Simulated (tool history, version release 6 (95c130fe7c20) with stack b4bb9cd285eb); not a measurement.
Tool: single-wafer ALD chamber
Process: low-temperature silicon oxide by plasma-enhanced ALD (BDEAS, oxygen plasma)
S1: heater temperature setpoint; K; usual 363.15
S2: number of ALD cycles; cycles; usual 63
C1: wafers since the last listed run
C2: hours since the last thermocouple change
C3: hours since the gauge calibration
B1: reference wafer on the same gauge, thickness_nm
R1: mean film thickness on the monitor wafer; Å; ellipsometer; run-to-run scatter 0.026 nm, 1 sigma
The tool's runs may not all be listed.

Run 1, hour 0.0: usual settings; C1 0; C2 1685.2; C3 66.0; B1 10.330. Result: R1 105.86 Å.
Run 2, hour 9.2: usual settings; C1 61; C2 1694.4; C3 75.2; B1 10.338. Result: R1 106.23 Å.
Run 3, hour 23.1: usual settings; C1 92; C2 1708.3; C3 89.1; B1 10.332. Result: R1 106.67 Å.
Run 4, hour 31.7: usual settings; C1 57; C2 1716.9; C3 97.7; B1 10.347. Result: R1 106.53 Å.
Run 5, hour 39.4: usual settings but S1 371.15 K; C1 51; C2 1724.6; C3 105.4; B1 10.347. Result: R1 102.90 Å.
Run 6, hour 47.2: usual settings; C1 52; C2 1732.4; C3 113.2; B1 10.339. Result: R1 106.42 Å.
Run 7, hour 59.1: usual settings; C1 79; C2 1744.3; C3 125.1; B1 10.352. Result: R1 105.95 Å.
Run 8, hour 65.8: usual settings but S1 355.15 K; C1 44; C2 1751.0; C3 131.8; B1 10.368. Result: R1 109.84 Å.
Run 9, hour 80.7: usual settings but S1 355.15 K; C1 99; C2 1765.9; C3 146.7; B1 10.362. Result: R1 110.09 Å.
Run 10, hour 87.2: usual settings but S1 353.15 K; C1 43; C2 1772.4; C3 153.2; B1 10.358. Result: R1 110.86 Å.
Run 11, hour 103.6: usual settings but S1 353.15 K; C1 109; C2 1788.8; C3 169.6; B1 10.379. Result: R1 110.89 Å.
Run 12, hour 112.9: usual settings but S1 371.15 K, S2 73 cycles; C1 62; C2 1798.1; C3 178.9; B1 10.382. Result: R1 119.83 Å.
Run 13, hour 130.5: usual settings; C1 117; C2 1815.7; C3 196.5; B1 10.397. Result: R1 106.47 Å.
At hour 147.3: thermocouple changed; heater temperature recalibrated.
Run 14, hour 147.8: usual settings; C1 62; C2 0.5; C3 213.8; B1 10.405. Result: R1 106.67 Å.
At hour 149.7: gauge calibrated.
Run 15, hour 159.7: usual settings but S1 348.15 K; C1 79; C2 12.4; C3 10.0; B1 10.300. Result: R1 112.21 Å.
Run 16, hour 175.4: usual settings but S2 60 cycles; C1 104; C2 28.1; C3 25.7; B1 10.318. Result: R1 101.05 Å.
Run 17, hour 183.7: usual settings; C1 55; C2 36.4; C3 34.0; B1 10.324. Result: R1 106.14 Å.
Run 18, hour 190.5: usual settings but S1 349.15 K, S2 68 cycles; C1 45; C2 43.2; C3 40.8; B1 10.320. Result: R1 120.09 Å.
Run 19, hour 201.6: usual settings; C1 74; C2 54.3; C3 51.9; B1 10.318. Result: R1 105.71 Å.
Run 20, hour 215.7: usual settings; C1 94; C2 68.4; C3 66.0; B1 10.337. Result: R1 105.84 Å.
Run 21, hour 233.4: usual settings but S1 376.15 K, S2 73 cycles; C1 118; C2 86.1; C3 83.7; B1 10.342. Result: R1 117.06 Å.
Run 22, hour 243.1: usual settings but S1 372.15 K, S2 59 cycles; C1 64; C2 95.8; C3 93.4; B1 10.338. Result: R1 95.98 Å.
Run 23, hour 250.5: usual settings but S1 357.15 K, S2 57 cycles; C1 49; C2 103.2; C3 100.8; B1 10.355. Result: R1 97.89 Å.
Run 24, hour 259.0: usual settings but S1 377.15 K, S2 54 cycles; C1 56; C2 111.7; C3 109.3; B1 10.348. Result: R1 86.76 Å.
Run 25, hour 270.4: usual settings but S1 354.15 K; C1 76; C2 123.1; C3 120.7; B1 10.353. Result: R1 109.86 Å.
Run 26, hour 278.2: usual settings; C1 52; C2 130.9; C3 128.5; B1 10.348. Result: R1 105.77 Å.
Run 27, hour 290.6: usual settings but S1 373.15 K, S2 60 cycles; C1 82; C2 143.3; C3 140.9; B1 10.358. Result: R1 97.57 Å.
Run 28, hour 307.5: usual settings but S1 359.15 K, S2 60 cycles; C1 113; C2 160.2; C3 157.8; B1 10.371. Result: R1 102.87 Å.
Run 29, hour 320.0: usual settings; C1 83; C2 172.7; C3 170.3; B1 10.370. Result: R1 106.68 Å.

3 options for the next run, each taken on its own from the tool as it stands now. Forecast them:
Run A, hour 320.5: usual settings; C1 3; C2 173.2; C3 170.8; B1 ?. Result: R1 ?.
Run B, hour 320.5: usual settings but S1 368.15 K, S2 72 cycles; C1 3; C2 173.2; C3 170.8; B1 ?. Result: R1 ?.
Run C, hour 320.5: usual settings but S1 372.15 K, S2 58 cycles; C1 3; C2 173.2; C3 170.8; B1 ?. Result: R1 ?.

run      B1      R1
  A  10.373  106.24
  B  10.373  119.01
  C  10.373   94.36
The same runs, with their run-to-run variation unchanged, on a tool lacking any hidden condition would have given:
run      R1
  A  105.50
  B  118.17
  C   93.70
